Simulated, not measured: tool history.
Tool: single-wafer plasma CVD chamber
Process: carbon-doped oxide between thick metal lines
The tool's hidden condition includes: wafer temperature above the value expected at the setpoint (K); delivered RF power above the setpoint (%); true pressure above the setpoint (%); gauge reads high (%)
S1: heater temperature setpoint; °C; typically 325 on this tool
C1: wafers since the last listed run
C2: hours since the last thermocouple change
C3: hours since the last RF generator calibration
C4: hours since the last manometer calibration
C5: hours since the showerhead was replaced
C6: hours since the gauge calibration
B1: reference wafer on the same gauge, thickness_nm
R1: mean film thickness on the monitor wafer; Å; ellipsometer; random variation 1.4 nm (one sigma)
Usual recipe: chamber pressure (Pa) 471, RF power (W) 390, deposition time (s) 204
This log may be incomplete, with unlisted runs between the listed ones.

run 1 day=0 | S1=325 chamber_pressure_(Pa)=471 RF_power_(W)=390 deposition_time_(s)=204 | C1=0 C2=2803.4 C3=17.5 C4=6.4 C5=2185.5 C6=6.7 | B1=877.738 | R1=9301.65
run 2 day=0.612 | S1=325 chamber_pressure_(Pa)=471 RF_power_(W)=390 deposition_time_(s)=204 | C1=133 C2=2818.1 C3=32.2 C4=21.1 C5=2200.2 C6=21.4 | B1=877.848 | R1=9291.87
run 3 day=2.771 | S1=325 chamber_pressure_(Pa)=471 RF_power_(W)=390 deposition_time_(s)=204 | C1=469 C2=2869.9 C3=84 C4=72.9 C5=2252 C6=73.2 | B1=878.276 | R1=9233.59
run 4 day=3.192 | S1=325 chamber_pressure_(Pa)=471 RF_power_(W)=390 deposition_time_(s)=204 | C1=91 C2=2880 C3=94.1 C4=83 C5=2262.1 C6=83.3 | B1=877.955 | R1=9222.47
run 5 day=3.467 | S1=325 chamber_pressure_(Pa)=471 RF_power_(W)=390 deposition_time_(s)=204 | C1=59 C2=2886.6 C3=100.7 C4=89.6 C5=2268.7 C6=89.9 | B1=878.083 | R1=9243.62
run 6 day=3.767 | S1=325 chamber_pressure_(Pa)=471 RF_power_(W)=390 deposition_time_(s)=204 | C1=65 C2=2893.8 C3=107.9 C4=96.8 C5=2275.9 C6=97.1 | B1=878.288 | R1=9246.69
run 7 day=4.346 | S1=325 chamber_pressure_(Pa)=471 RF_power_(W)=390 deposition_time_(s)=204 | C1=125 C2=2907.7 C3=121.8 C4=110.7 C5=2289.8 C6=111 | B1=878.037 | R1=9256.8
run 8 day=4.758 | S1=339 chamber_pressure_(Pa)=393 RF_power_(W)=455 deposition_time_(s)=179 | C1=89 C2=2917.6 C3=131.7 C4=120.6 C5=2299.7 C6=120.9 | B1=878.164 | R1=8459.51
run 9 day=5.15 | S1=325 chamber_pressure_(Pa)=403 RF_power_(W)=340 deposition_time_(s)=230 | C1=85 C2=2927 C3=141.1 C4=130 C5=2309.1 C6=130.3 | B1=877.79 | R1=9134.55
run 10 day=5.875 | S1=339 chamber_pressure_(Pa)=380 RF_power_(W)=445 deposition_time_(s)=204 | C1=157 C2=2944.4 C3=158.5 C4=147.4 C5=2326.5 C6=147.7 | B1=878.137 | R1=9407.73
run 11 day=6.242 | S1=325 chamber_pressure_(Pa)=471 RF_power_(W)=390 deposition_time_(s)=204 | C1=79 C2=2953.2 C3=167.3 C4=156.2 C5=2335.3 C6=156.5 | B1=878.067 | R1=9236.26
run 12 day=6.729 | S1=325 chamber_pressure_(Pa)=471 RF_power_(W)=390 deposition_time_(s)=179 | C1=105 C2=2964.9 C3=179 C4=167.9 C5=2347 C6=168.2 | B1=877.867 | R1=8096.94
run 13 day=7.292 | S1=329 chamber_pressure_(Pa)=471 RF_power_(W)=465 deposition_time_(s)=178 | C1=122 C2=2978.4 C3=192.5 C4=181.4 C5=2360.5 C6=181.7 | B1=878.115 | R1=9020.8
-- day=9.271 thermocouple changed; heater temperature recalibrated
run 14 day=9.4 | S1=325 chamber_pressure_(Pa)=405 RF_power_(W)=390 deposition_time_(s)=228 | C1=385 C2=3.1 C3=243.1 C4=232 C5=2411.1 C6=232.3 | B1=877.839 | R1=9795.72
-- day=10.05 showerhead replaced
run 15 day=10.138 | S1=325 chamber_pressure_(Pa)=471 RF_power_(W)=460 deposition_time_(s)=176 | C1=87 C2=20.8 C3=260.8 C4=249.7 C5=2.1 C6=250 | B1=878.202 | R1=8789.28
run 16 day=10.704 | S1=325 chamber_pressure_(Pa)=471 RF_power_(W)=390 deposition_time_(s)=204 | C1=123 C2=34.4 C3=274.4 C4=263.3 C5=15.7 C6=263.6 | B1=877.836 | R1=8967.48
run 17 day=11.167 | S1=314 chamber_pressure_(Pa)=573 RF_power_(W)=320 deposition_time_(s)=183 | C1=100 C2=45.5 C3=285.5 C4=274.4 C5=26.8 C6=274.7 | B1=877.967 | R1=7409.71
run 18 day=11.529 | S1=325 chamber_pressure_(Pa)=471 RF_power_(W)=390 deposition_time_(s)=204 | C1=78 C2=54.2 C3=294.2 C4=283.1 C5=35.5 C6=283.4 | B1=877.949 | R1=8927.82
run 19 day=11.858 | S1=320 chamber_pressure_(Pa)=419 RF_power_(W)=455 deposition_time_(s)=183 | C1=71 C2=62.1 C3=302.1 C4=291 C5=43.4 C6=291.3 | B1=878.032 | R1=9034.84
run 20 day=12.192 | S1=315 chamber_pressure_(Pa)=364 RF_power_(W)=360 deposition_time_(s)=190 | C1=72 C2=70.1 C3=310.1 C4=299 C5=51.4 C6=299.3 | B1=878.14 | R1=7865.91
run 21 day=12.888 | S1=331 chamber_pressure_(Pa)=471 RF_power_(W)=390 deposition_time_(s)=204 | C1=151 C2=86.8 C3=326.8 C4=315.7 C5=68.1 C6=316 | B1=878.095 | R1=8709.6
run 22 day=13.604 | S1=325 chamber_pressure_(Pa)=471 RF_power_(W)=390 deposition_time_(s)=204 | C1=155 C2=104 C3=344 C4=332.9 C5=85.3 C6=333.2 | B1=878.168 | R1=8912.81
run 23 day=14.167 | S1=335 chamber_pressure_(Pa)=471 RF_power_(W)=390 deposition_time_(s)=176 | C1=122 C2=117.5 C3=357.5 C4=346.4 C5=98.8 C6=346.7 | B1=878.049 | R1=7416.18
run 24 day=14.533 | S1=334 chamber_pressure_(Pa)=435 RF_power_(W)=425 deposition_time_(s)=233 | C1=79 C2=126.3 C3=366.3 C4=355.2 C5=107.6 C6=355.5 | B1=878.08 | R1=10392.15
run 25 day=14.883 | S1=325 chamber_pressure_(Pa)=471 RF_power_(W)=390 deposition_time_(s)=204 | C1=76 C2=134.7 C3=374.7 C4=363.6 C5=116 C6=363.9 | B1=877.873 | R1=8891.76
run 26 day=15.204 | S1=315 chamber_pressure_(Pa)=524 RF_power_(W)=390 deposition_time_(s)=225 | C1=69 C2=142.4 C3=382.4 C4=371.3 C5=123.7 C6=371.6 | B1=877.878 | R1=10393.38
run 27 day=15.879 | S1=325 chamber_pressure_(Pa)=429 RF_power_(W)=390 deposition_time_(s)=221 | C1=146 C2=158.6 C3=398.6 C4=387.5 C5=139.9 C6=387.8 | B1=877.997 | R1=9452.83
run 28 day=16.429 | S1=325 chamber_pressure_(Pa)=471 RF_power_(W)=390 deposition_time_(s)=233 | C1=119 C2=171.8 C3=411.8 C4=400.7 C5=153.1 C6=401 | B1=877.836 | R1=10168.22
run 29 day=16.954 | S1=337 chamber_pressure_(Pa)=471 RF_power_(W)=320 deposition_time_(s)=215 | C1=114 C2=184.4 C3=424.4 C4=413.3 C5=165.7 C6=413.6 | B1=878.07 | R1=7642.52

Below, some changes in R1 between adjacent runs. For each, the amount present without the hidden state too (settings, incoming material, random variation) and the amount remaining for the hidden state with gauge scatter not shared by both compared results:
Run 13 -> 14: S1 329 -> 325, chamber pressure (Pa) 471 -> 405, RF power (W) 465 -> 390, deposition time (s) 178 -> 228, thermocouple changed; heater temperature recalibrated. R1 +774.92 Å: hidden state -271.66, all else +1046.58.
Run 23 -> 24: S1 335 -> 334, chamber pressure (Pa) 471 -> 435, RF power (W) 390 -> 425, deposition time (s) 176 -> 233. R1 +2975.97 Å: hidden state -64.33, all else +3040.3.
Run 28 -> 29: S1 325 -> 337, RF power (W) 390 -> 320, deposition time (s) 233 -> 215. R1 -2525.7 Å: hidden state +47.1, all else -2572.8.
